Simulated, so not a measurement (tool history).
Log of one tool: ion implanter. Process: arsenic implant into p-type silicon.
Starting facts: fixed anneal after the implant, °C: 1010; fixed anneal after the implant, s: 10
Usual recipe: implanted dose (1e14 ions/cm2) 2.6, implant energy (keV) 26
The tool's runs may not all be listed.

run,hour,implanted dose (1e14 ions/cm2),implant energy (keV),wafers since the last listed run,hours since the last dose calibration,hours since the extraction supply was calibrated,hours since the gauge calibration,"read-back reference wafer on the same gauge, sheet resistance",sheet resistance of the implanted and annealed layer (ohm/square)
1,0,2.6,22,0,376.8,5009.6,627.6,375.27,374.69
2,65.8,2.6,26,1452,442.6,5075.4,693.4,374.8,367.21
# hour 130.8: Faraday cup replaced and dose calibrated
3,131.3,2.6,31,1268,0.5,5140.9,758.9,374.91,366.39
4,158.2,2.6,31,593,27.4,5167.8,785.8,375.42,365.42
# hour 191.3: gauge calibrated
5,192.4,2.6,26,754,61.6,5202,1.1,375.13,371.64
6,221.2,2.6,26,635,90.4,5230.8,29.9,374.63,371.68
7,260.1,2.6,26,858,129.3,5269.7,68.8,375.9,371.67
8,315.6,2.6,26,1224,184.8,5325.2,124.3,375.45,367.05
9,365.4,2.6,26,1099,234.6,5375,174.1,374.56,369.78
10,431.5,2.6,26,1458,300.7,5441.1,240.2,375.51,370.23
11,474.3,2.6,26,944,343.5,5483.9,283,374.72,368.5
12,523.5,1.98,26,1085,392.7,5533.1,332.2,375.33,445.3
# hour 584: extraction supply calibrated
13,584.5,2.6,24,1169,453.7,0.5,393.2,375.38,374.36
14,618.8,2.6,24,756,488,34.8,427.5,374.6,372.95
# hour 634.4: Faraday cup replaced and dose calibrated
15,682,3.08,26,1218,47.6,98,490.7,374.77,329.99
16,711.7,3.17,30.5,655,77.3,127.7,520.4,374.69,312.76
17,737.2,1.98,26,562,102.8,153.2,545.9,375.65,452.65
18,802,3.3,18.5,1430,167.6,218,610.7,375.62,322.75
19,867.6,3.09,22,1447,233.2,283.6,676.3,374.57,331.3
# hour 899.5: gauge calibrated
20,907.8,2.35,17.5,887,273.4,323.8,8.3,375.38,415.61
21,958.4,2.11,22,1116,324,374.4,58.9,375.29,440.5
22,1020,2.6,26,1359,385.6,436,120.5,375.32,363.84
# hour 1135.4: Faraday cup replaced and dose calibrated
23,1206.3,2.6,26,3934,70.9,622.3,306.8,374.82,371.4
24,1234.1,3.01,26,613,98.7,650.1,334.6,374.97,331.98
25,1268.7,2.32,30,763,133.3,684.7,369.2,375.53,396.09
26,1327.8,2.6,22.5,1304,192.4,743.8,428.3,374.51,372.41
27,1391.3,2.6,26,1401,255.9,807.3,491.8,374.56,368.45
28,1443.7,2.95,26,1156,308.3,859.7,544.2,374.88,334.53
29,1491.1,1.87,34,1046,355.7,907.1,591.6,374.13,449.52

Consider 4 possible next runs. They are alternatives, not a sequence: every one starts from the tool as it was left by run 29. What does each give?
A,1491.5,2.6,26,8,356.1,907.5,592,?,?
B,1491.5,2.27,30.5,8,356.1,907.5,592,?,?
C,1491.5,2.29,29,8,356.1,907.5,592,?,?
D,1491.5,2.95,19,8,356.1,907.5,592,?,?

run,"read-back reference wafer on the same gauge, sheet resistance",sheet resistance of the implanted and annealed layer (ohm/square)
A,375.33,366.92
B,375.33,396.2
C,375.33,396.63
D,375.33,348.61
With no hidden state in the tool, these same runs would have given:
run,sheet resistance of the implanted and annealed layer (ohm/square)
A,375.25
B,405.09
C,405.55
D,356.59
